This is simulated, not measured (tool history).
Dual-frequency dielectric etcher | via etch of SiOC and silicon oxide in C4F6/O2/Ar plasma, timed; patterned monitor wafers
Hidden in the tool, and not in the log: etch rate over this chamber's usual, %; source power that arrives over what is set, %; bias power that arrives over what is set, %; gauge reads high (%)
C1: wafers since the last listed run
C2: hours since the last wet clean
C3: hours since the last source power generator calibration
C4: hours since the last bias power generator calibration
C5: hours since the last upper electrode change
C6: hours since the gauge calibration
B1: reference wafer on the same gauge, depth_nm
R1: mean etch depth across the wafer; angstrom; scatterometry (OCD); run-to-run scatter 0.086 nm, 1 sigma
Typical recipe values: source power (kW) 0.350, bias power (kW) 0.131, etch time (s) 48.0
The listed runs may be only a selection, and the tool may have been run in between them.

run 1 hour=0.0 | source_power_(kW)=0.350 bias_power_(kW)=0.131 etch_time_(s)=48.0 | C1=0 C2=294.3 C3=1559.0 C4=3139.1 C5=4418.6 C6=211.3 | B1=45.31 | R1=421.6
run 2 hour=42.0 | source_power_(kW)=0.350 bias_power_(kW)=0.131 etch_time_(s)=48.0 | C1=729 C2=336.3 C3=1601.0 C4=3181.1 C5=4460.6 C6=253.3 | B1=45.30 | R1=421.4
run 3 hour=67.7 | source_power_(kW)=0.350 bias_power_(kW)=0.131 etch_time_(s)=48.0 | C1=446 C2=362.0 C3=1626.7 C4=3206.8 C5=4486.3 C6=279.0 | B1=45.30 | R1=421.4
run 4 hour=107.9 | source_power_(kW)=0.350 bias_power_(kW)=0.131 etch_time_(s)=48.0 | C1=698 C2=402.2 C3=1666.9 C4=3247.0 C5=4526.5 C6=319.2 | B1=45.29 | R1=419.9
run 5 hour=134.2 | source_power_(kW)=0.350 bias_power_(kW)=0.154 etch_time_(s)=48.0 | C1=456 C2=428.5 C3=1693.2 C4=3273.3 C5=4552.8 C6=345.5 | B1=45.30 | R1=432.6
run 6 hour=203.2 | source_power_(kW)=0.350 bias_power_(kW)=0.154 etch_time_(s)=48.0 | C1=1198 C2=497.5 C3=1762.2 C4=3342.3 C5=4621.8 C6=414.5 | B1=45.29 | R1=432.3
run 7 hour=249.1 | source_power_(kW)=0.350 bias_power_(kW)=0.131 etch_time_(s)=48.0 | C1=797 C2=543.4 C3=1808.1 C4=3388.2 C5=4667.7 C6=460.4 | B1=45.32 | R1=415.7
-- hour=279.5 wet clean of the chamber
run 8 hour=309.9 | source_power_(kW)=0.350 bias_power_(kW)=0.131 etch_time_(s)=48.0 | C1=639 C2=30.4 C3=1868.9 C4=3449.0 C5=4728.5 C6=521.2 | B1=45.31 | R1=448.5
-- hour=345.2 upper electrode replaced
-- hour=360.4 source power generator calibrated
run 9 hour=360.9 | source_power_(kW)=0.350 bias_power_(kW)=0.131 etch_time_(s)=48.0 | C1=399 C2=81.4 C3=0.5 C4=3500.0 C5=15.7 C6=572.2 | B1=45.30 | R1=446.0
-- hour=384.0 gauge calibrated
run 10 hour=419.6 | source_power_(kW)=0.350 bias_power_(kW)=0.131 etch_time_(s)=48.0 | C1=1019 C2=140.1 C3=59.2 C4=3558.7 C5=74.4 C6=35.6 | B1=45.30 | R1=446.0
run 11 hour=448.3 | source_power_(kW)=0.310 bias_power_(kW)=0.131 etch_time_(s)=48.0 | C1=498 C2=168.8 C3=87.9 C4=3587.4 C5=103.1 C6=64.3 | B1=45.30 | R1=412.7
-- hour=481.9 wet clean of the chamber, repeated, since the last time left the tool worse
run 12 hour=492.2 | source_power_(kW)=0.350 bias_power_(kW)=0.131 etch_time_(s)=48.0 | C1=345 C2=10.3 C3=131.8 C4=3631.3 C5=147.0 C6=108.2 | B1=45.29 | R1=426.6
run 13 hour=536.2 | source_power_(kW)=0.260 bias_power_(kW)=0.131 etch_time_(s)=48.0 | C1=764 C2=54.3 C3=175.8 C4=3675.3 C5=191.0 C6=152.2 | B1=45.30 | R1=346.4
run 14 hour=567.7 | source_power_(kW)=0.410 bias_power_(kW)=0.119 etch_time_(s)=48.0 | C1=547 C2=85.8 C3=207.3 C4=3706.8 C5=222.5 C6=183.7 | B1=45.28 | R1=457.9
run 15 hour=596.0 | source_power_(kW)=0.430 bias_power_(kW)=0.131 etch_time_(s)=48.0 | C1=491 C2=114.1 C3=235.6 C4=3735.1 C5=250.8 C6=212.0 | B1=45.29 | R1=480.5
run 16 hour=653.3 | source_power_(kW)=0.410 bias_power_(kW)=0.107 etch_time_(s)=56.0 | C1=995 C2=171.4 C3=292.9 C4=3792.4 C5=308.1 C6=269.3 | B1=45.29 | R1=521.1
-- hour=696.7 bias power generator calibrated
run 17 hour=713.6 | source_power_(kW)=0.330 bias_power_(kW)=0.113 etch_time_(s)=42.5 | C1=978 C2=231.7 C3=353.2 C4=16.9 C5=368.4 C6=329.6 | B1=45.31 | R1=349.9
run 18 hour=784.4 | source_power_(kW)=0.350 bias_power_(kW)=0.101 etch_time_(s)=48.0 | C1=1230 C2=302.5 C3=424.0 C4=87.7 C5=439.2 C6=400.4 | B1=45.30 | R1=398.5
run 19 hour=813.7 | source_power_(kW)=0.350 bias_power_(kW)=0.156 etch_time_(s)=55.5 | C1=509 C2=331.8 C3=453.3 C4=117.0 C5=468.5 C6=429.7 | B1=45.28 | R1=504.4
run 20 hour=868.0 | source_power_(kW)=0.350 bias_power_(kW)=0.131 etch_time_(s)=48.0 | C1=943 C2=386.1 C3=507.6 C4=171.3 C5=522.8 C6=484.0 | B1=45.30 | R1=418.7
run 21 hour=926.0 | source_power_(kW)=0.350 bias_power_(kW)=0.131 etch_time_(s)=48.0 | C1=1007 C2=444.1 C3=565.6 C4=229.3 C5=580.8 C6=542.0 | B1=45.30 | R1=416.7
-- hour=929.1 gauge calibrated
-- hour=998.3 wet clean of the chamber
run 22 hour=998.8 | source_power_(kW)=0.310 bias_power_(kW)=0.149 etch_time_(s)=48.0 | C1=847 C2=0.5 C3=638.4 C4=302.1 C5=653.6 C6=69.7 | B1=45.30 | R1=406.7
run 23 hour=1059.5 | source_power_(kW)=0.350 bias_power_(kW)=0.131 etch_time_(s)=48.0 | C1=1054 C2=61.2 C3=699.1 C4=362.8 C5=714.3 C6=130.4 | B1=45.30 | R1=427.3

Pick out some run-to-run changes in R1. Of each, how much would a tool without hidden state show as well, from the settings, what came in and chance, and how much is left for the hidden state and any gauge scatter not in both results compared?
Run 7 -> 8: wet clean of the chamber. R1 +32.8 angstrom: hidden state +32.5, all else +0.3.
Run 11 -> 12: source power (kW) 0.310 -> 0.350, wet clean of the chamber, repeated, since the last time left the tool worse. R1 +13.9 angstrom: hidden state -18.8, all else +32.7.
Run 13 -> 14: source power (kW) 0.260 -> 0.410, bias power (kW) 0.131 -> 0.119. R1 +111.5 angstrom: hidden state -1.4, all else +112.9.
Run 16 -> 17: source power (kW) 0.410 -> 0.330, bias power (kW) 0.107 -> 0.113, etch time (s) 56.0 -> 42.5, bias power generator calibrated. R1 -171.2 angstrom: hidden state +1.0, all else -172.2.
